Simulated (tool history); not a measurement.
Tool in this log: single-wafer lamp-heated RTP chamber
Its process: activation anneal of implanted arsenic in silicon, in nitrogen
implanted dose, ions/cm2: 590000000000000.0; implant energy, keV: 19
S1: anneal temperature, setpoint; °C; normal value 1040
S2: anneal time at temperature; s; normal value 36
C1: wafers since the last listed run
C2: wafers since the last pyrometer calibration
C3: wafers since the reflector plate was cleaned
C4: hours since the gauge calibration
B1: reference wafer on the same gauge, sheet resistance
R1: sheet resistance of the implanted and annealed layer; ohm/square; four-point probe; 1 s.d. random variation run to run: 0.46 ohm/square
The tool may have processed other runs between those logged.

| run | day | S1 | S2 | C1 | C2 | C3 | C4 | B1 | R1 |
|---|---|---|---|---|---|---|---|---|---|
| 1 | 0.000 | 1062 | 36 | 0 | 2120 | 6620 | 598.9 | 143.68 | 144.21 |
| 2 | 1.054 | 1062 | 36 | 262 | 2382 | 6882 | 624.2 | 144.24 | 144.41 |
| 3 | 2.179 | 1022 | 36 | 279 | 2661 | 7162 | 651.2 | 144.03 | 151.59 |
| 4 | 4.808 | 1022 | 36 | 653 | 3315 | 7816 | 714.3 | 144.19 | 151.21 |
| 5 | 6.754 | 1040 | 36 | 483 | 3798 | 8299 | 761.0 | 143.92 | 148.39 |
| 6 | 9.371 | 1040 | 36 | 650 | 4449 | 8950 | 823.8 | 143.84 | 148.12 |
|  | 10.333 | gauge calibrated |
| 7 | 10.675 | 1040 | 36 | 324 | 4773 | 9274 | 8.2 | 144.25 | 147.21 |
|  | 11.258 | pyrometer window cleaned and pyrometer calibrated |
| 8 | 12.554 | 1024 | 44 | 384 | 321 | 9658 | 53.3 | 144.32 | 150.30 |
| 9 | 15.354 | 1024 | 44 | 695 | 1017 | 10354 | 120.5 | 143.81 | 150.44 |
| 10 | 17.504 | 1040 | 36 | 534 | 1551 | 10888 | 172.1 | 144.05 | 148.44 |
| 11 | 19.721 | 1040 | 36 | 550 | 2102 | 11439 | 225.3 | 143.92 | 149.18 |
| 12 | 21.375 | 1062 | 36 | 411 | 2513 | 11850 | 265.0 | 144.04 | 144.01 |
| 13 | 24.358 | 1040 | 36 | 741 | 3255 | 12592 | 336.6 | 144.06 | 147.89 |
|  | 28.788 | pyrometer window cleaned and pyrometer calibrated |
|  | 30.504 | reflector plate cleaned |
| 14 | 32.662 | 1028 | 20 | 1898 | 880 | 536 | 535.9 | 144.03 | 155.17 |
| 15 | 35.183 | 1068 | 56 | 626 | 1507 | 1162 | 596.4 | 143.96 | 138.92 |
| 16 | 37.892 | 1016 | 17 | 673 | 2180 | 1835 | 661.4 | 143.93 | 158.36 |
|  | 39.921 | gauge calibrated |
| 17 | 39.983 | 1031 | 46 | 519 | 2700 | 2355 | 1.5 | 144.16 | 147.72 |
| 18 | 44.938 | 1068 | 30 | 1231 | 3931 | 3586 | 120.4 | 143.88 | 144.11 |
| 19 | 46.571 | 1065 | 50 | 405 | 4337 | 3992 | 159.6 | 144.10 | 139.67 |
| 20 | 49.042 | 1040 | 36 | 614 | 4951 | 4606 | 218.9 | 144.17 | 147.70 |
|  | 50.638 | pyrometer window cleaned and pyrometer calibrated |
| 21 | 50.658 | 1050 | 26 | 318 | 4 | 4925 | 257.7 | 143.95 | 150.25 |
| 22 | 51.912 | 1040 | 36 | 311 | 316 | 5237 | 287.8 | 144.14 | 149.81 |

Each row is a separate what-if for the run after 22, all from the same tool condition, not one after another. Results?
| A | 51.929 | 1040 | 36 | 4 | 320 | 5241 | 288.2 | ? | ? |
| B | 51.929 | 1054 | 36 | 4 | 320 | 5241 | 288.2 | ? | ? |
| C | 51.929 | 1027 | 15 | 4 | 320 | 5241 | 288.2 | ? | ? |
| D | 51.929 | 1052 | 16 | 4 | 320 | 5241 | 288.2 | ? | ? |

| run | B1 | R1 |
|---|---|---|
| A | 143.99 | 150.19 |
| B | 143.99 | 147.52 |
| C | 143.99 | 159.06 |
| D | 143.99 | 154.54 |
Without the tool's hidden state the same runs would have given:
| run | R1 |
|---|---|
| A | 150.77 |
| B | 148.11 |
| C | 159.52 |
| D | 155.07 |

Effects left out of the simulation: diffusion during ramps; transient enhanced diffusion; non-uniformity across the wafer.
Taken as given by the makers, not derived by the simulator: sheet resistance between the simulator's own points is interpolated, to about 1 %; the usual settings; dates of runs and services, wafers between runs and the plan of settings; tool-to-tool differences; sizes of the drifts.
